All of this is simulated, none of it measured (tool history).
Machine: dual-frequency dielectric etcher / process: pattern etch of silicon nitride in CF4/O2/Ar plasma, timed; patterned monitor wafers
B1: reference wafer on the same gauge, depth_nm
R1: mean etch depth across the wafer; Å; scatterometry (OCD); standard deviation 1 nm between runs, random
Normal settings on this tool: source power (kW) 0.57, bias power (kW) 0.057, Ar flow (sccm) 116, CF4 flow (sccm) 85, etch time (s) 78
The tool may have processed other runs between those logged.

run 1 hour=0 | source_power_(kW)=0.57 bias_power_(kW)=0.057 Ar_flow_(sccm)=116 CF4_flow_(sccm)=85 etch_time_(s)=78 | B1=151.9 | R1=1544
-- hour=56.5 gauge calibrated
run 2 hour=67.2 | source_power_(kW)=0.57 bias_power_(kW)=0.057 Ar_flow_(sccm)=134 CF4_flow_(sccm)=85 etch_time_(s)=88 | B1=152.1 | R1=1707
run 3 hour=105 | source_power_(kW)=0.57 bias_power_(kW)=0.047 Ar_flow_(sccm)=144 CF4_flow_(sccm)=74 etch_time_(s)=95 | B1=152.1 | R1=1606
-- hour=138 wet clean of the chamber
run 4 hour=185.2 | source_power_(kW)=0.57 bias_power_(kW)=0.057 Ar_flow_(sccm)=116 CF4_flow_(sccm)=66 etch_time_(s)=78 | B1=152 | R1=1477
run 5 hour=212.7 | source_power_(kW)=0.49 bias_power_(kW)=0.053 Ar_flow_(sccm)=116 CF4_flow_(sccm)=85 etch_time_(s)=78 | B1=151.6 | R1=1334
run 6 hour=380.1 | source_power_(kW)=0.57 bias_power_(kW)=0.057 Ar_flow_(sccm)=130 CF4_flow_(sccm)=85 etch_time_(s)=78 | B1=152 | R1=1521
run 7 hour=450.3 | source_power_(kW)=0.64 bias_power_(kW)=0.057 Ar_flow_(sccm)=142 CF4_flow_(sccm)=85 etch_time_(s)=78 | B1=152.1 | R1=1676
-- hour=462.2 source power generator calibrated
run 8 hour=519.2 | source_power_(kW)=0.52 bias_power_(kW)=0.057 Ar_flow_(sccm)=116 CF4_flow_(sccm)=85 etch_time_(s)=55.5 | B1=152 | R1=1047
run 9 hour=594.9 | source_power_(kW)=0.57 bias_power_(kW)=0.045 Ar_flow_(sccm)=89 CF4_flow_(sccm)=85 etch_time_(s)=63.5 | B1=152 | R1=1189
-- hour=671.6 wet clean of the chamber
run 10 hour=704.5 | source_power_(kW)=0.57 bias_power_(kW)=0.057 Ar_flow_(sccm)=88 CF4_flow_(sccm)=85 etch_time_(s)=92 | B1=151.8 | R1=1911
run 11 hour=750.5 | source_power_(kW)=0.57 bias_power_(kW)=0.07 Ar_flow_(sccm)=116 CF4_flow_(sccm)=85 etch_time_(s)=78 | B1=152.5 | R1=1728

For run 12, what comes out?
run 12 hour=787 | source_power_(kW)=0.57 bias_power_(kW)=0.057 Ar_flow_(sccm)=128 CF4_flow_(sccm)=85 etch_time_(s)=78 | B1=? | R1=?

{"run 12": {"B1": 151.8, "R1": 1535}}
With the hidden condition absent and the run-to-run variation left alone, this run would have shown R1 1566 Å.
